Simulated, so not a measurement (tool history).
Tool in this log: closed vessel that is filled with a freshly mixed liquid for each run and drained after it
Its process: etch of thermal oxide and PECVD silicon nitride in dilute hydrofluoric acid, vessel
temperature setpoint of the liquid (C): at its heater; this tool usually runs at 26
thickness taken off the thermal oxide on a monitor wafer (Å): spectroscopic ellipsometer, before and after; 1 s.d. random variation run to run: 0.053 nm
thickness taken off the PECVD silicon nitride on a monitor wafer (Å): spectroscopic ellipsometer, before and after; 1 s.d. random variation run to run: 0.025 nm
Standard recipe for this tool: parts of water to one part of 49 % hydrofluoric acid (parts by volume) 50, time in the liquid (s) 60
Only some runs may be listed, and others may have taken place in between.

run    hour  temperature setpoint of the liquid (C)  parts of water to one part of 49 % hydrofluoric acid (parts by volume)  time in the liquid (s)  wafers since the last listed run  hours since the thermometer was replaced  hours since the hydrofluoric acid flow meter was replaced  hours since the gauge calibration  read-back film thickness of the thermal oxide reference wafer, read on the same gauge (nm)  read-back film thickness of the PECVD silicon nitride reference wafer, read on the same gauge (nm)  thickness taken off the thermal oxide on a monitor wafer (Å)  thickness taken off the PECVD silicon nitride on a monitor wafer (Å)
  1       0                                      26                                                                      50                      60                                 0                                    2745.8                                                     1634.1                             1028.3                                                                                       31.48                                                                                             136.321                                                          70.4                                                                  24.9
  2    69.6                                      26                                                                      50                      60                              9088                                    2815.4                                                     1703.7                             1097.9                                                                                       31.53                                                                                              136.45                                                          70.2                                                                 25.49
      128.5  -- hydrofluoric acid flow meter replaced
  3     131                                      26                                                                      50                      60                              7887                                    2876.8                                                        2.5                             1159.3                                                                                       31.51                                                                                             136.581                                                          69.4                                                                 25.13
  4   169.4                                      26                                                                      50                      60                              5014                                    2915.2                                                       40.9                             1197.7                                                                                       31.51                                                                                             136.609                                                          69.3                                                                 25.02
  5   238.2                                      26                                                                      50                      60                              8984                                      2984                                                      109.7                             1266.5                                                                                       31.54                                                                                              136.71                                                          70.4                                                                 25.27
  6   291.7                                      26                                                                      50                      60                              6986                                    3037.5                                                      163.2                               1320                                                                                       31.59                                                                                             136.806                                                          70.6                                                                 25.04
  7   350.8                                      26                                                                      50                      60                              7717                                    3096.6                                                      222.3                             1379.1                                                                                       31.56                                                                                             136.891                                                          70.4                                                                 25.11
  8   399.1                                      26                                                                      50                      60                              6307                                    3144.9                                                      270.6                             1427.4                                                                                       31.64                                                                                             136.885                                                          69.6                                                                 25.36
        418  -- thermometer replaced
  9   454.4                                      24                                                                      50                      30                              7090                                      36.4                                                      325.9                             1482.7                                                                                       31.58                                                                                              136.97                                                          32.3                                                                 10.95
        468  -- gauge calibrated
 10     507                                      26                                                                      65                      40                              6868                                        89                                                      378.5                                 39                                                                                        30.3                                                                                             131.141                                                            34                                                                 12.33
 11   560.1                                      26                                                                      50                      60                              6934                                     142.1                                                      431.6                               92.1                                                                                       30.38                                                                                              131.76                                                          67.3                                                                 23.81
 12   599.8                                      22                                                                      30                      95                              5184                                     181.8                                                      471.3                              131.8                                                                                       30.51                                                                                             132.151                                                         156.3                                                                 48.33
 13   661.3                                    27.5                                                                      25                      45                              8031                                     243.3                                                      532.8                              193.3                                                                                       30.66                                                                                              132.75                                                         111.8                                                                 39.53
 14   701.7                                      28                                                                      70                      60                              5275                                     283.7                                                      573.2                              233.7                                                                                       30.68                                                                                              133.05                                                          51.5                                                                  19.9
 15   746.3                                    28.5                                                                      70                      90                              5824                                     328.3                                                      617.8                              278.3                                                                                       30.81                                                                                             133.446                                                          78.3                                                                 31.18
 16   800.8                                      26                                                                      50                      60                              7117                                     382.8                                                      672.3                              332.8                                                                                       30.92                                                                                             133.841                                                          68.1                                                                 24.44
 17   870.6                                      26                                                                      50                      60                              9115                                     452.6                                                      742.1                              402.6                                                                                       31.02                                                                                             134.298                                                          68.3                                                                 24.64
 18     932                                      26                                                                      35                      85                              8018                                       514                                                      803.5                                464                                                                                       31.06                                                                                             134.659                                                         141.8                                                                 49.09
 19   963.2                                      26                                                                      30                      60                              4074                                     545.2                                                      834.7                              495.2                                                                                       31.15                                                                                              134.82                                                         119.2                                                                 40.23
 20   998.6                                      26                                                                      50                      60                              4622                                     580.6                                                      870.1                              530.6                                                                                       31.17                                                                                             135.008                                                          69.9                                                                 24.85
 21  1063.1                                      30                                                                      70                      85                              8422                                     645.1                                                      934.6                              595.1                                                                                        31.2                                                                                             135.316                                                            80                                                                 32.38
 22  1103.1                                      26                                                                      50                      60                              5223                                     685.1                                                      974.6                              635.1                                                                                       31.25                                                                                             135.487                                                          69.8                                                                 24.91
 23  1141.8                                      26                                                                      50                      60                              5053                                     723.8                                                     1013.3                              673.8                                                                                        31.3                                                                                             135.637                                                          68.7                                                                 24.88
 24  1181.5                                      26                                                                      50                      60                              5184                                     763.5                                                       1053                              713.5                                                                                       31.33                                                                                             135.797                                                            69                                                                 24.54
 25  1208.6                                      26                                                                      40                      60                              3538                                     790.6                                                     1080.1                              740.6                                                                                       31.32                                                                                             135.868                                                            89                                                                 31.43

5 options for the next run, each taken on its own from the tool as it stands now. Forecast them:
  A  1209.3                                      26                                                                      50                      75                                91                                     791.3                                                     1080.8                              741.3                                                                                           ?                                                                                                   ?                                                             ?                                                                     ?
  B  1209.3                                    22.5                                                                      50                      40                                91                                     791.3                                                     1080.8                              741.3                                                                                           ?                                                                                                   ?                                                             ?                                                                     ?
  C  1209.3                                    21.5                                                                      50                      60                                91                                     791.3                                                     1080.8                              741.3                                                                                           ?                                                                                                   ?                                                             ?                                                                     ?
  D  1209.3                                    30.5                                                                      50                      60                                91                                     791.3                                                     1080.8                              741.3                                                                                           ?                                                                                                   ?                                                             ?                                                                     ?
  E  1209.3                                    28.5                                                                      50                      30                                91                                     791.3                                                     1080.8                              741.3                                                                                           ?                                                                                                   ?                                                             ?                                                                     ?

run  read-back film thickness of the thermal oxide reference wafer, read on the same gauge (nm)  read-back film thickness of the PECVD silicon nitride reference wafer, read on the same gauge (nm)  thickness taken off the thermal oxide on a monitor wafer (Å)  thickness taken off the PECVD silicon nitride on a monitor wafer (Å)
  A                                                                                       31.34                                                                                             135.898                                                          87.3                                                                 31.48
  B                                                                                       31.34                                                                                             135.898                                                          40.3                                                                 13.27
  C                                                                                       31.34                                                                                             135.898                                                            58                                                                 18.58
  D                                                                                       31.34                                                                                             135.898                                                          83.5                                                                 33.79
  E                                                                                       31.34                                                                                             135.898                                                          38.6                                                                 14.85
Stripped of hidden state, with their random variation kept, the same runs would have yielded:
run  thickness taken off the thermal oxide on a monitor wafer (Å)  thickness taken off the PECVD silicon nitride on a monitor wafer (Å)
  A                                                          83.5                                                                 30.12
  B                                                          38.6                                                                 12.69
  C                                                          55.5                                                                 17.78
  D                                                          79.9                                                                 32.33
  E                                                          36.9                                                                  14.2
